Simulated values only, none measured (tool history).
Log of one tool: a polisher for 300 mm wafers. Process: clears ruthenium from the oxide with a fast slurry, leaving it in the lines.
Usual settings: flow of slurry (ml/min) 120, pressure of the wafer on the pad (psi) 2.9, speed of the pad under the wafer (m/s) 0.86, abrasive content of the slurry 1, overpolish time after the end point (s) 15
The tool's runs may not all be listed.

run   hour  flow of slurry (ml/min)  pressure of the wafer on the pad (psi)  speed of the pad under the wafer (m/s)  abrasive content of the slurry  overpolish time after the end point (s)  wafers since the last listed run  wafers polished on this pad  hours since the slurry nozzle was cleaned  hours since the head pressure was calibrated  hours since the slurry blender was calibrated  incoming thickness of the incoming film, nm  time until the end point was called (s)  dishing of a wide line in a test structure (angstrom)
  1      0                      120                                     2.9                                    0.86                               1                                       15                                 0                         1104                                      286.1                                         290.6                                            0.5                                        219.6                                     49.7                                                    449
        11  -- worn pad replaced by a new one
  2   13.7                      120                                     2.9                                    0.86                               1                                       15                                69                           19                                      299.8                                         304.3                                           14.2                                          220                                     50.3                                                    436
  3   24.6                      120                                     2.9                                    0.86                               1                                       15                                77                           97                                      310.7                                         315.2                                           25.1                                        220.4                                     49.5                                                    438
  4     40                      120                                     2.9                                    0.86                               1                                       15                               110                          207                                      326.1                                         330.6                                           40.5                                        220.2                                     49.3                                                    427
  5   53.9                      120                                     2.9                                    0.86                               1                                       15                                99                          306                                        340                                         344.5                                           54.4                                          221                                     50.1                                                    435
  6   61.4                      120                                     2.9                                    0.86                               1                                       15                                53                          360                                      347.5                                           352                                           61.9                                          222                                     49.8                                                    444
  7   72.6                      120                                     2.9                                    0.86                               1                                       15                                80                          440                                      358.7                                         363.2                                           73.1                                        216.9                                     49.6                                                    416
  8   88.5                      120                                     2.9                                    0.86                               1                                        9                               113                          554                                      374.6                                         379.1                                             89                                        219.7                                     50.5                                                    288
  9  104.9                      120                                     2.9                                    0.86                               1                                        8                               117                          671                                        391                                         395.5                                          105.4                                        221.9                                     49.6                                                    272
 10  118.6                      135                                     2.6                                    0.86                            1.15                                       15                                97                          769                                      404.7                                         409.2                                          119.1                                        219.7                                     50.1                                                    431
 11  128.8                      140                                     2.9                                    1.14                             0.9                                       15                                72                          842                                      414.9                                         419.4                                          129.3                                          218                                     37.7                                                    526
 12  182.5                      120                                     2.9                                    0.86                               1                                       15                               383                         1225                                      468.6                                         473.1                                            183                                        219.6                                     50.8                                                    422
 13  196.7                      120                                     2.5                                    0.86                               1                                       15                               101                         1327                                      482.8                                         487.3                                          197.2                                        216.9                                     55.9                                                    407
     201.6  -- head pressure recalibrated
 14  208.4                      120                                     2.9                                    0.86                               1                                       12                                69                         1396                                      494.5                                           6.8                                          208.9                                        222.2                                     54.2                                                    346
 15  216.6                      150                                     3.5                                    0.68                               1                                       24                                58                         1455                                      502.7                                            15                                          217.1                                          222                                     57.8                                                    518
       226  -- worn pad replaced by a new one
 16  226.5                      150                                     2.9                                    0.86                            1.25                                       10                                42                            3                                      512.6                                          24.9                                            227                                          222                                     49.5                                                    338
 17  238.9                      120                                     2.3                                    0.86                            0.75                                       15                                88                           91                                        525                                          37.3                                          239.4                                        219.6                                     74.1                                                    321
 18  250.1                       85                                     2.9                                    0.96                            0.85                                       21                                80                          171                                      536.2                                          48.5                                          250.6                                        222.1                                     61.3                                                    484
     258.3  -- slurry nozzle cleaned
       260  -- slurry blender recalibrated
 19  275.7                      135                                     2.9                                    0.86                               1                                       11                               162                          334                                       17.4                                          74.1                                           15.7                                        219.2                                       49                                                    345
 20  282.8                       85                                     2.9                                    0.72                             0.7                                        8                                50                          385                                       24.5                                          81.2                                           22.8                                        222.4                                     77.7                                                    190
 21  293.6                      120                                     2.9                                    0.86                            1.25                                       15                                77                          462                                       35.3                                            92                                           33.6                                        220.6                                     47.9                                                    449
 22  302.7                      120                                     2.9                                    0.86                            1.15                                       15                                65                          527                                       44.4                                         101.1                                           42.7                                        225.2                                     50.1                                                    463
 23  310.3                      120                                     2.9                                     0.7                            1.15                                       22                                54                          582                                         52                                         108.7                                           50.3                                        219.7                                     60.9                                                    509
 24  325.7                      120                                     2.9                                    0.86                            1.15                                       15                               110                          692                                       67.4                                         124.1                                           65.7                                        221.1                                       49                                                    433
 25  343.1                      120                                     2.9                                    0.86                               1                                       15                               124                          816                                       84.8                                         141.5                                           83.1                                        215.8                                     49.7                                                    410
 26  350.1                      160                                     3.5                                    0.86                            1.15                                       15                                50                          866                                       91.8                                         148.5                                           90.1                                        216.4                                     38.9                                                    510
 27  359.4                      105                                     1.9                                    0.86                            1.15                                        7                                66                          932                                      101.1                                         157.8                                           99.4                                        219.7                                     64.7                                                    189
 28  372.9                      110                                     2.9                                    0.86                               1                                       15                                96                         1029                                      114.6                                         171.3                                          112.9                                        222.5                                     51.3                                                    421

Hidden state at the last listed run before each entry between runs and at the first one after, where it differs:
Between runs 1 and 2: worn pad replaced by a new one (hour 11)
  slurry flow missing at the pad, %: 9.46 -> 10.3; deviation of the head's pressure from its setpoint, %: 7.3 -> 7.66
  measured less the result without the state, time until the end point was called (s): -1.4 -> -1.5; dishing of a wide line in a test structure (angstrom): +8 -> +8
Between runs 13 and 14: head pressure recalibrated (hour 201.6)
  slurry flow missing at the pad, %: 26 -> 27.2; deviation of the head's pressure from its setpoint, %: 12.5 -> 0.216
  measured less the result without the state, time until the end point was called (s): -0.8 -> +4; dishing of a wide line in a test structure (angstrom): +3 -> -21
Between runs 15 and 16: worn pad replaced by a new one (hour 226)
  slurry flow missing at the pad, %: 28.1 -> 29.2; deviation of the head's pressure from its setpoint, %: 0.435 -> 0.7
  measured less the result without the state, time until the end point was called (s): +3.6 -> +3.2; dishing of a wide line in a test structure (angstrom): -18 -> -18
Between runs 18 and 19: slurry nozzle cleaned (hour 258.3); slurry blender recalibrated (hour 260)
  slurry flow missing at the pad, %: 31.9 -> 1.09; deviation of the head's pressure from its setpoint, %: 1.33 -> 2.01
  measured less the result without the state, time until the end point was called (s): +7 -> -0.6; dishing of a wide line in a test structure (angstrom): -37 -> +3
